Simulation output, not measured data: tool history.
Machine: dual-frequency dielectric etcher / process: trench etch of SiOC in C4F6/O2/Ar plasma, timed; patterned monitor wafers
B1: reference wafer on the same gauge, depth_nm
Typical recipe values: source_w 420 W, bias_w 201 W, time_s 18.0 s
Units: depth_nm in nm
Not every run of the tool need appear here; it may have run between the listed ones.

Run 1, hour 0.0: usual settings but source_w 460 W; B1 40.48. Result: depth_nm 34.68 nm.
Run 2, hour 15.1: usual settings but source_w 460 W; B1 40.52. Result: depth_nm 34.75 nm.
At hour 48.6: upper electrode replaced.
At hour 53.9: wet clean of the chamber.
Run 3, hour 54.4: usual settings but bias_w 163 W, time_s 14.5 s; B1 40.45. Result: depth_nm 27.34 nm.
Run 4, hour 54.7: usual settings; B1 40.55. Result: depth_nm 36.99 nm.
Run 5, hour 58.3: usual settings; B1 40.49. Result: depth_nm 36.92 nm.
At hour 88.2: wet clean of the chamber, repeated, since the last time left the tool worse.
Run 6, hour 88.7: usual settings but source_w 360 W; B1 40.48. Result: depth_nm 32.48 nm.
Run 7, hour 89.0: usual settings but source_w 360 W; B1 40.49. Result: depth_nm 32.52 nm.
Run 8, hour 89.3: usual settings; B1 40.50. Result: depth_nm 34.70 nm.
Run 9, hour 93.2: usual settings but source_w 360 W; B1 40.48. Result: depth_nm 32.40 nm.
At hour 93.8: gauge calibrated.
At hour 100.2: bias power generator calibrated.
Run 10, hour 102.2: usual settings but source_w 380 W; B1 40.51. Result: depth_nm 33.00 nm.
At hour 107.7: source power generator calibrated.
Run 11, hour 108.2: usual settings but bias_w 215 W, time_s 20.5 s; B1 40.44. Result: depth_nm 40.38 nm.
Run 12, hour 114.7: usual settings but source_w 370 W, bias_w 168 W, time_s 20.0 s; B1 40.48. Result: depth_nm 33.92 nm.
Run 13, hour 126.4: usual settings but source_w 490 W, bias_w 152 W, time_s 16.0 s; B1 40.51. Result: depth_nm 29.03 nm.
Run 14, hour 135.4: usual settings; B1 40.50. Result: depth_nm 34.47 nm.
Run 15, hour 143.5: usual settings; B1 40.53. Result: depth_nm 34.29 nm.
Run 16, hour 150.0: usual settings but source_w 350 W, bias_w 178 W, time_s 23.5 s; B1 40.51. Result: depth_nm 39.73 nm.

3 ways to go on from here, each from the tool as it stands after run 16. What would each give?
Run A, hour 150.4: usual settings but bias_w 158 W; B1 ?. Result: depth_nm ?.
Run B, hour 150.4: usual settings but bias_w 156 W, time_s 16.0 s; B1 ?. Result: depth_nm ?.
Run C, hour 150.4: usual settings but source_w 510 W, bias_w 180 W, time_s 15.5 s; B1 ?. Result: depth_nm ?.

run     B1  depth_nm
  A  40.53     31.18
  B  40.53     27.57
  C  40.53     30.71
Take away the tool's hidden state, keep each run's random variation, and the runs would have read:
run  depth_nm
  A     31.36
  B     27.73
  C     30.89
